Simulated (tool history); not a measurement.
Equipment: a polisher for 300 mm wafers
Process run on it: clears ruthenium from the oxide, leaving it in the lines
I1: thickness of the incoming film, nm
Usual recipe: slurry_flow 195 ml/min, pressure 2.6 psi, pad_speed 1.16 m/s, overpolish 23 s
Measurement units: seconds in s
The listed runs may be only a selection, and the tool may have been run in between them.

run 1 hour=0.0 | slurry_flow=250 pressure=2.6 pad_speed=1.16 overpolish=23 | I1=143.9 | seconds=105.4
run 2 hour=18.1 | slurry_flow=250 pressure=2.6 pad_speed=1.16 overpolish=23 | I1=147.2 | seconds=109.9
run 3 hour=49.8 | slurry_flow=250 pressure=2.6 pad_speed=1.16 overpolish=23 | I1=147.0 | seconds=111.0
-- hour=64.2 worn pad replaced by a new one
run 4 hour=85.1 | slurry_flow=195 pressure=2.6 pad_speed=1.16 overpolish=23 | I1=144.6 | seconds=112.2
run 5 hour=109.7 | slurry_flow=195 pressure=2.6 pad_speed=1.16 overpolish=23 | I1=146.3 | seconds=115.5
run 6 hour=128.1 | slurry_flow=195 pressure=2.8 pad_speed=1.36 overpolish=23 | I1=143.7 | seconds=87.5
run 7 hour=141.2 | slurry_flow=195 pressure=2.8 pad_speed=1.36 overpolish=23 | I1=145.8 | seconds=92.2
-- hour=166.4 worn pad replaced by a new one
run 8 hour=166.9 | slurry_flow=195 pressure=2.8 pad_speed=1.36 overpolish=23 | I1=146.4 | seconds=91.1
run 9 hour=200.5 | slurry_flow=195 pressure=2.0 pad_speed=1.16 overpolish=23 | I1=143.8 | seconds=147.2
run 10 hour=223.0 | slurry_flow=195 pressure=2.6 pad_speed=1.16 overpolish=23 | I1=142.5 | seconds=112.9
-- hour=247.5 slurry nozzle cleaned
run 11 hour=251.4 | slurry_flow=195 pressure=1.7 pad_speed=1.16 overpolish=23 | I1=145.1 | seconds=175.8
-- hour=261.1 head pressure recalibrated
-- hour=273.2 worn pad replaced by a new one
run 12 hour=277.2 | slurry_flow=195 pressure=2.6 pad_speed=0.98 overpolish=23 | I1=146.7 | seconds=118.1
run 13 hour=297.9 | slurry_flow=160 pressure=3.0 pad_speed=1.42 overpolish=23 | I1=144.2 | seconds=71.5
run 14 hour=360.0 | slurry_flow=225 pressure=2.2 pad_speed=1.50 overpolish=27 | I1=145.5 | seconds=93.5
-- hour=368.6 worn pad replaced by a new one
run 15 hour=449.0 | slurry_flow=195 pressure=2.6 pad_speed=1.16 overpolish=16 | I1=145.8 | seconds=108.0
-- hour=468.7 worn pad replaced by a new one
run 16 hour=480.6 | slurry_flow=195 pressure=3.2 pad_speed=0.92 overpolish=14 | I1=145.6 | seconds=108.1
run 17 hour=499.6 | slurry_flow=195 pressure=2.8 pad_speed=1.36 overpolish=23 | I1=144.8 | seconds=87.1
run 18 hour=522.2 | slurry_flow=145 pressure=2.6 pad_speed=1.40 overpolish=12 | I1=146.1 | seconds=95.0
-- hour=523.7 slurry nozzle cleaned
run 19 hour=537.4 | slurry_flow=195 pressure=2.6 pad_speed=1.16 overpolish=14 | I1=145.7 | seconds=108.2

Difference, measured minus no-hidden-state, one row per run. Run-to-run variation is common to both terms; the gauge's own scatter need not be:
The tool's hidden condition here consists of: removal rate lost through wear of the pad, %; slurry flow missing at the pad, %; deviation of the head's pressure from its setpoint, %.
run=1 seconds=+12.5
run=2 seconds=+13.4
run=3 seconds=+14.1
run=4 seconds=+14.7
run=5 seconds=+15.5
run=6 seconds=+11.9
run=7 seconds=+12.6
run=8 seconds=+12.7
run=9 seconds=+20.9
run=10 seconds=+16.2
run=11 seconds=+25.5
run=12 seconds=+0.0
run=13 seconds=+0.9
run=14 seconds=+3.8
run=15 seconds=+7.4
run=16 seconds=+8.2
run=17 seconds=+7.0
run=18 seconds=+8.0
run=19 seconds=+9.3
